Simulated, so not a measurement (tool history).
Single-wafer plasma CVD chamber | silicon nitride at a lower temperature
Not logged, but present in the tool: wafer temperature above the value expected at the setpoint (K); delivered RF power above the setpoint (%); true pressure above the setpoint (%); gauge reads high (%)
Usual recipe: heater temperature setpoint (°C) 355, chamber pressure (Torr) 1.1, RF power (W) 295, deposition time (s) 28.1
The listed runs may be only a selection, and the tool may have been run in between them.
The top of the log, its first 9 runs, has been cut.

run	day	heater temperature setpoint (°C)	chamber pressure (Torr)	RF power (W)	deposition time (s)	wafers since the last listed run	hours since the last thermocouple change	hours since the last RF generator calibration	hours since the last manometer calibration	hours since the showerhead was replaced	hours since the gauge calibration	read-back reference wafer on the same gauge, thickness_nm	mean film thickness on the monitor wafer (Å)
10	4.992	341	1.2	295	28.1	282	121.5	2421.1	41.4	38.8	108.1	29.215	302.11
11	5.392	355	1.24	295	28.1	218	131.1	2430.7	51	48.4	117.7	29.205	307.06
12	5.646	355	1.1	295	28.1	138	137.2	2436.8	57.1	54.5	123.8	29.195	287.62
13	5.933	355	1.1	335	28.1	157	144.1	2443.7	64	61.4	130.7	29.16	322.94
14	6.575	355	1.1	320	23.4	350	159.5	2459.1	79.4	76.8	146.1	29.198	259.43
15	7.083	355	1.1	335	28.1	277	171.7	2471.3	91.6	89	158.3	29.17	321.08
16	9.279	343	1.24	295	28.1	1200	224.4	2524	144.3	141.7	211	29.19	306.37
17	9.654	355	1.33	345	28.1	204	233.4	2533	153.3	150.7	220	29.245	361
18	10.158	355	0.89	295	28.1	275	245.5	2545.1	165.4	162.8	232.1	29.187	252.69
# day 10.508: RF generator calibrated
19	10.767	355	1.1	295	28.1	150	260.1	6.2	180	177.4	246.7	29.179	287.72
20	11.217	355	1.1	295	28.1	245	270.9	17	190.8	188.2	257.5	29.205	286.89
21	11.742	355	1.1	295	28.1	286	283.5	29.6	203.4	200.8	270.1	29.225	287.1
22	12.442	355	0.89	295	28.1	382	300.3	46.4	220.2	217.6	286.9	29.212	252.49
23	14.4	370	1.1	335	28.1	1070	347.3	93.4	267.2	264.6	333.9	29.209	320.9
24	14.879	355	1.1	260	28.1	261	358.8	104.9	278.7	276.1	345.4	29.161	253.52
25	15.571	343	1.22	265	25.9	378	375.4	121.5	295.3	292.7	362	29.193	252.77
26	17.562	364	1.1	295	28.1	1088	423.2	169.3	343.1	340.5	409.8	29.188	287.85
27	18.029	355	0.85	255	23.2	255	434.4	180.5	354.3	351.7	421	29.202	173.47
28	18.538	355	1.27	295	28.1	277	446.6	192.7	366.5	363.9	433.2	29.244	308.38
29	18.788	360	1.26	270	31.6	136	452.6	198.7	372.5	369.9	439.2	29.151	316.47
30	19.138	340	1.1	295	26.5	191	461	207.1	380.9	378.3	447.6	29.211	272.97

3 options for the next run, each taken on its own from the tool as it stands now. Forecast them:
A	19.154	355	1.1	345	28.1	9	461.4	207.5	381.3	378.7	448	?	?
B	19.154	348	1.2	295	28.1	9	461.4	207.5	381.3	378.7	448	?	?
C	19.154	368	1.37	255	28.1	9	461.4	207.5	381.3	378.7	448	?	?

run	read-back reference wafer on the same gauge, thickness_nm	mean film thickness on the monitor wafer (Å)
A	29.202	331.07
B	29.202	301.77
C	29.202	274.64
Stripped of hidden state, with their random variation kept, the same runs would have yielded:
run	mean film thickness on the monitor wafer (Å)
A	331.07
B	301.77
C	274.64
